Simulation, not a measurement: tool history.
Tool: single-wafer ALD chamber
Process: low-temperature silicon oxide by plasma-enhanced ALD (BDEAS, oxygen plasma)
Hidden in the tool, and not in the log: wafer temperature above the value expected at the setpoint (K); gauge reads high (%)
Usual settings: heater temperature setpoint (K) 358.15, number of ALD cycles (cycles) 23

run    hour  heater temperature setpoint (K)  number of ALD cycles (cycles)  wafers since the last listed run  hours since the last thermocouple change  hours since the gauge calibration  read-back reference wafer on the same gauge, thickness_nm  mean film thickness on the monitor wafer (angstrom)
  1       0                           358.15                             20                                 0                                    1320.4                              685.5                                                      3.211                                                30.08
  2    49.5                           358.15                             20                               645                                    1369.9                                735                                                      3.212                                                30.04
  3    95.4                           358.15                             20                               598                                    1415.8                              780.9                                                       3.21                                                30.23
  4   161.7                           358.15                             23                               864                                    1482.1                              847.2                                                      3.209                                                34.81
  5     240                           358.15                             23                              1021                                    1560.4                              925.5                                                       3.21                                                34.74
  6   338.7                           358.15                             23                              1287                                    1659.1                             1024.2                                                       3.21                                                34.85
  7   376.3                           358.15                             23                               490                                    1696.7                             1061.8                                                      3.212                                                34.74
  8   439.7                           358.15                             23                               826                                    1760.1                             1125.2                                                      3.211                                                34.77
      450.1  -- gauge calibrated
  9   532.7                           358.15                             23                              1213                                    1853.1                               82.6                                                      3.212                                                34.86
 10   606.3                           358.15                             23                               960                                    1926.7                              156.2                                                      3.209                                                34.91
 11     682                           358.15                             24                               987                                    2002.4                              231.9                                                       3.21                                                36.38
 12     754                           358.15                             23                               939                                    2074.4                              303.9                                                      3.209                                                34.96
 13   844.1                           358.15                             26                              1175                                    2164.5                                394                                                      3.211                                                39.64
        954  -- thermocouple changed; heater temperature recalibrated
 14   954.5                           351.15                             23                              1335                                       0.5                              504.4                                                      3.209                                                35.32
 15  1007.4                           351.15                             25                               690                                      53.4                              557.3                                                      3.211                                                38.24
 16  1113.5                           350.15                             25                              1383                                     159.5                              663.4                                                      3.213                                                38.26
 17  1179.8                           358.15                             25                               864                                     225.8                              729.7                                                      3.207                                                37.14
 18  1252.8                           358.15                             27                               952                                     298.8                              802.7                                                      3.206                                                40.09
 19    1346                           358.15                             23                              1215                                       392                              895.9                                                       3.21                                                34.14
     1384.5  -- gauge calibrated
 20  1403.2                           368.15                             19                               746                                     449.2                               18.7                                                      3.208                                                27.25
 21  1452.3                           367.15                             21                               640                                     498.3                               67.8                                                      3.209                                                30.21
 22  1506.6                           368.15                             19                               708                                     552.6                              122.1                                                      3.209                                                27.22
 23  1589.3                           362.15                             21                              1078                                     635.3                              204.8                                                      3.209                                                30.97
 24  1679.6                           345.15                             23                              1177                                     725.6                              295.1                                                      3.209                                                36.08
 25  1747.5                           352.15                             23                               885                                     793.5                                363                                                      3.211                                                35.21
 26  1801.4                           351.15                             19                               703                                     847.4                              416.9                                                      3.212                                                 29.2
 27  1882.4                           349.15                             26                              1056                                     928.4                              497.9                                                      3.211                                                40.44

How the hidden state differs across the entries between the runs, from the last listed run before each to the first after it:
Between runs 8 and 9: gauge calibrated (hour 450.1)
  wafer temperature above the value expected at the setpoint (K): -4.87 -> -5.12
  measured less the result without the state, mean film thickness on the monitor wafer (angstrom): +0.65 -> +0.68
Between runs 13 and 14: thermocouple changed; heater temperature recalibrated (hour 954)
  wafer temperature above the value expected at the setpoint (K): -5.94 -> 0.12
  measured less the result without the state, mean film thickness on the monitor wafer (angstrom): +0.9 -> -0.01
Between runs 19 and 20: gauge calibrated (hour 1384.5)
  wafer temperature above the value expected at the setpoint (K): -0.91 -> -1.06
  measured less the result without the state, mean film thickness on the monitor wafer (angstrom): +0.12 -> +0.11

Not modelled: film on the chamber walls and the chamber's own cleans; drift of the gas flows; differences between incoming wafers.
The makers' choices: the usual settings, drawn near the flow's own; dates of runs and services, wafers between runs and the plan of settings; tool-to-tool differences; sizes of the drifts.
